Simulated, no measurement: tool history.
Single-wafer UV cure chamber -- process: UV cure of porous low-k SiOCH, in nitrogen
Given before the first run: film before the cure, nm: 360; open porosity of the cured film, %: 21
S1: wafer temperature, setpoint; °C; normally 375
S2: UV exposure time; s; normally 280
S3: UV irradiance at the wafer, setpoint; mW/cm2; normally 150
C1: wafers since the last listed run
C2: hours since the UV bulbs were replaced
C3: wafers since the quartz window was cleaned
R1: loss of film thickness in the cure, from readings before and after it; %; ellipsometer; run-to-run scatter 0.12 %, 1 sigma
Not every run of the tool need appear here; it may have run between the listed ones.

Run 1, hour 0.0: usual settings; C1 0; C2 2281.0; C3 2118. Result: R1 14.708 %.
At hour 11.3: quartz window cleaned.
Run 2, hour 16.8: usual settings but S1 362 °C; C1 83; C2 2297.8; C3 51. Result: R1 14.377 %.
Run 3, hour 30.6: usual settings but S1 362 °C; C1 130; C2 2311.6; C3 181. Result: R1 14.169 %.
Run 4, hour 48.3: usual settings; C1 167; C2 2329.3; C3 348. Result: R1 14.518 %.
Run 5, hour 95.5: usual settings; C1 445; C2 2376.5; C3 794. Result: R1 14.514 %.
Run 6, hour 103.6: usual settings; C1 76; C2 2384.6; C3 871. Result: R1 14.574 %.
Run 7, hour 121.2: usual settings; C1 166; C2 2402.2; C3 1037. Result: R1 14.740 %.
Run 8, hour 131.6: usual settings but S2 190 s; C1 98; C2 2412.6; C3 1135. Result: R1 12.791 %.
At hour 147.2: UV bulbs replaced.
Run 9, hour 147.7: usual settings; C1 76; C2 0.5; C3 1211. Result: R1 14.774 %.
Run 10, hour 154.6: usual settings; C1 65; C2 7.4; C3 1277. Result: R1 14.828 %.
Run 11, hour 164.0: usual settings; C1 88; C2 16.8; C3 1365. Result: R1 14.600 %.
Run 12, hour 198.0: usual settings; C1 321; C2 50.8; C3 1686. Result: R1 14.525 %.
Run 13, hour 212.8: usual settings but S1 382 °C; C1 139; C2 65.6; C3 1826. Result: R1 14.689 %.
Run 14, hour 228.8: usual settings but S1 382 °C; C1 151; C2 81.6; C3 1977. Result: R1 14.740 %.
At hour 237.6: quartz window cleaned.
Run 15, hour 238.1: usual settings but S1 382 °C; C1 12; C2 90.9; C3 4. Result: R1 14.867 %.

What will run 16 give?
Run 16, hour 251.9: usual settings but S1 395 °C, S2 430 s, S3 137 mW/cm2; C1 130; C2 104.7; C3 135. Result: R1 ?.

Run 16 came out at R1 16.879 %.
Take away the tool's hidden state, keep the run-to-run variation as it was, and the same run would have given R1 16.879 %.
